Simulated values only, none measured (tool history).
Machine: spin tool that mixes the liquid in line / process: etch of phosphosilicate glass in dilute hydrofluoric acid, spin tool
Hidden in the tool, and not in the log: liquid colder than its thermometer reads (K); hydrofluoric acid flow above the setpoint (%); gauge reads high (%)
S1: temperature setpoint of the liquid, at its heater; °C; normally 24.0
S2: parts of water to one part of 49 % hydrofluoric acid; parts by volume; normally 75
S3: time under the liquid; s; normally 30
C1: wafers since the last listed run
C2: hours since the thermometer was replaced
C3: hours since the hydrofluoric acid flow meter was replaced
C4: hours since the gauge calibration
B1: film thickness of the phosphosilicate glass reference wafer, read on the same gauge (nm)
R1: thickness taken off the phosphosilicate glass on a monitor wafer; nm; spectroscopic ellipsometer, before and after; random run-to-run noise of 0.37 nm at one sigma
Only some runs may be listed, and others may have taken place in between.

run    hour    S1   S2  S3    C1      C2      C3      C4      B1     R1
  1     0.0  24.0   75  30     0  1245.4   623.6  1634.9  131.02  38.30
  2    85.9  24.0   75  30  1242  1331.3   709.5  1720.8  131.29  38.68
  3   122.4  24.0   75  30   527  1367.8   746.0  1757.3  131.43  38.21
  4   200.3  24.0   75  30  1126  1445.7   823.9  1835.2  131.69  38.68
  5   271.9  24.0   95  30  1035  1517.3   895.5  1906.8  131.94  29.73
  6   347.7  24.0   95  30  1096  1593.1   971.3  1982.6  132.23  30.06
  7   418.4  24.0   75  25  1022  1663.8  1042.0  2053.3  132.53  32.48
  8   501.1  24.0   75  25  1196  1746.5  1124.7  2136.0  132.84  32.69
      538.4  -- thermometer replaced
  9   567.9  24.0   75  25   951    29.5  1191.5  2202.8  133.13  32.43
 10   668.3  24.0   75  30  1452   129.9  1291.9  2303.2  133.55  39.92
 11   748.0  24.0   75  30  1152   209.6  1371.6  2382.9  133.93  39.37
 12   814.4  24.0   75  30   960   276.0  1438.0  2449.3  134.23  38.73
 13   889.7  24.0   75  30  1089   351.3  1513.3  2524.6  134.60  39.11
      940.5  -- gauge calibrated
 14   948.2  20.5   45  30   846   409.8  1571.8     7.7  130.26  57.89
 15  1050.5  19.5   50  50  1479   512.1  1674.1   110.0  130.28  81.78
 16  1132.7  24.0   75  30  1188   594.3  1756.3   192.2  130.31  38.79
 17  1229.4  26.0  115  40  1398   691.0  1853.0   288.9  130.35  34.53
     1269.1  -- hydrofluoric acid flow meter replaced
 18  1271.0  24.0  110  20   587   732.6     1.9   330.5  130.38  16.33
 19  1354.4  24.0   75  30  1206   816.0    85.3   413.9  130.44  38.98
 20  1400.5  28.0   75  30   666   862.1   131.4   460.0  130.47  44.44
 21  1466.6  24.0   75  30   955   928.2   197.5   526.1  130.52  38.57
 22  1545.0  24.0   35  15  1133  1006.6   275.9   604.5  130.62  43.07
 23  1624.2  24.0   75  30  1145  1085.8   355.1   683.7  130.71  38.72
 24  1670.3  20.5   90  30   666  1131.9   401.2   729.8  130.79  27.11
 25  1751.9  29.0  105  15  1180  1213.5   482.8   811.4  130.90  15.54
 26  1859.6  27.0   90  30  1557  1321.2   590.5   919.1  131.08  35.52
 27  2127.1  29.0  105  15  3868  1588.7   858.0  1186.6  131.63  16.08
 28  2193.9  27.0   90  30   966  1655.5   924.8  1253.4  131.82  35.30
 29  2294.2  20.0   95  25  1450  1755.8  1025.1  1353.7  132.05  21.15
 30  2339.7  24.0   75  30   658  1801.3  1070.6  1399.2  132.18  38.59
     2372.7  -- thermometer replaced
 31  2424.2  24.0   75  20  1207    51.5  1155.1  1483.7  132.40  25.66
 32  2531.4  24.0   55  30  1550   158.7  1262.3  1590.9  132.74  55.05
 33  2593.5  22.0   75  30   898   220.8  1324.4  1653.0  132.91  35.32

Each row is a separate what-if for the run after 33, all from the same tool condition, not one after another. Results?
  A  2593.9  24.0  75  30   5  221.2  1324.8  1653.4   ?   ?
  B  2593.9  20.5  75  35   5  221.2  1324.8  1653.4   ?   ?
  C  2593.9  20.5  50  25   5  221.2  1324.8  1653.4   ?   ?

run      B1     R1
  A  132.92  38.39
  B  132.92  38.80
  C  132.92  42.83
What these runs would have given with no unlogged condition in the tool:
run     R1
  A  37.54
  B  37.95
  C  41.89

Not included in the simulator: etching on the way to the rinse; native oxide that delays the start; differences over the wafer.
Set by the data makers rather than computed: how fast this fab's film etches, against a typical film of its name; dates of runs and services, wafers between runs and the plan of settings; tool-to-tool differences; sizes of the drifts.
